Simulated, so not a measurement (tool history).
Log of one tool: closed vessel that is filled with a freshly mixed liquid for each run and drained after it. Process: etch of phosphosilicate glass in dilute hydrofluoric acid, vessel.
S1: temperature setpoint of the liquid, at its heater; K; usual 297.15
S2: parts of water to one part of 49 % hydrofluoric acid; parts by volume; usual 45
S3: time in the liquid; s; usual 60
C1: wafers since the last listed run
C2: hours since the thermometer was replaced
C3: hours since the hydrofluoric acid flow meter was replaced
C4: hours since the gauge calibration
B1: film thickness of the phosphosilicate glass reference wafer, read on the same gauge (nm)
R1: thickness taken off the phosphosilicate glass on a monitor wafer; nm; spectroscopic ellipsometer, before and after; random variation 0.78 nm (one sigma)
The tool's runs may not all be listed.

run 1 hour=0 | S1=297.15 S2=45 S3=60 | C1=0 C2=44.4 C3=478.7 C4=306.7 | B1=69.97 | R1=161.5
run 2 hour=12.6 | S1=297.15 S2=45 S3=60 | C1=1191 C2=57 C3=491.3 C4=319.3 | B1=69.99 | R1=159.86
run 3 hour=33.1 | S1=297.15 S2=45 S3=60 | C1=1938 C2=77.5 C3=511.8 C4=339.8 | B1=69.99 | R1=159.81
run 4 hour=52.3 | S1=297.15 S2=40 S3=80 | C1=1815 C2=96.7 C3=531 C4=359 | B1=70.01 | R1=243.16
run 5 hour=87.2 | S1=297.15 S2=45 S3=60 | C1=3300 C2=131.6 C3=565.9 C4=393.9 | B1=69.98 | R1=161.14
run 6 hour=99.9 | S1=297.15 S2=45 S3=60 | C1=1200 C2=144.3 C3=578.6 C4=406.6 | B1=70 | R1=160.24
run 7 hour=122.7 | S1=301.15 S2=45 S3=60 | C1=2156 C2=167.1 C3=601.4 C4=429.4 | B1=70.01 | R1=188.76
run 8 hour=157.6 | S1=301.15 S2=45 S3=60 | C1=3300 C2=202 C3=636.3 C4=464.3 | B1=70.02 | R1=188.92
run 9 hour=180.2 | S1=301.15 S2=45 S3=60 | C1=2137 C2=224.6 C3=658.9 C4=486.9 | B1=69.98 | R1=189.29
run 10 hour=214.7 | S1=297.15 S2=50 S3=85 | C1=3262 C2=259.1 C3=693.4 C4=521.4 | B1=69.95 | R1=203
run 11 hour=239.8 | S1=297.15 S2=50 S3=85 | C1=2373 C2=284.2 C3=718.5 C4=546.5 | B1=69.99 | R1=203.36
-- hour=242.5 gauge calibrated
run 12 hour=253.9 | S1=297.15 S2=50 S3=85 | C1=1333 C2=298.3 C3=732.6 C4=11.4 | B1=70.01 | R1=203.51
run 13 hour=281.7 | S1=300.65 S2=45 S3=60 | C1=2628 C2=326.1 C3=760.4 C4=39.2 | B1=69.98 | R1=183.84
run 14 hour=294.1 | S1=300.65 S2=45 S3=60 | C1=1172 C2=338.5 C3=772.8 C4=51.6 | B1=69.99 | R1=184.62
run 15 hour=322.5 | S1=297.15 S2=25 S3=35 | C1=2685 C2=366.9 C3=801.2 C4=80 | B1=69.99 | R1=174.09
run 16 hour=354 | S1=294.15 S2=45 S3=75 | C1=2978 C2=398.4 C3=832.7 C4=111.5 | B1=70.03 | R1=177.23
run 17 hour=394.5 | S1=299.15 S2=40 S3=60 | C1=3829 C2=438.9 C3=873.2 C4=152 | B1=70.02 | R1=198.54
run 18 hour=410.2 | S1=297.15 S2=50 S3=85 | C1=1484 C2=454.6 C3=888.9 C4=167.7 | B1=69.97 | R1=203.3
run 19 hour=445.2 | S1=292.65 S2=30 S3=35 | C1=3309 C2=489.6 C3=923.9 C4=202.7 | B1=70 | R1=117.64
-- hour=471.7 hydrofluoric acid flow meter replaced
-- hour=493.7 thermometer replaced
run 20 hour=516.3 | S1=297.15 S2=45 S3=60 | C1=6534 C2=22.6 C3=44.6 C4=273.8 | B1=70.01 | R1=159.19
run 21 hour=547.8 | S1=297.15 S2=45 S3=60 | C1=2978 C2=54.1 C3=76.1 C4=305.3 | B1=69.98 | R1=161.02

Run 22 comes next. What will it give?
run 22 hour=583.1 | S1=297.15 S2=45 S3=85 | C1=3338 C2=89.4 C3=111.4 C4=340.6 | B1=? | R1=?

{"run 22": {"B1": 69.99, "R1": 227.05}}
Without the tool's hidden state the same run would have given R1 227.05 nm.
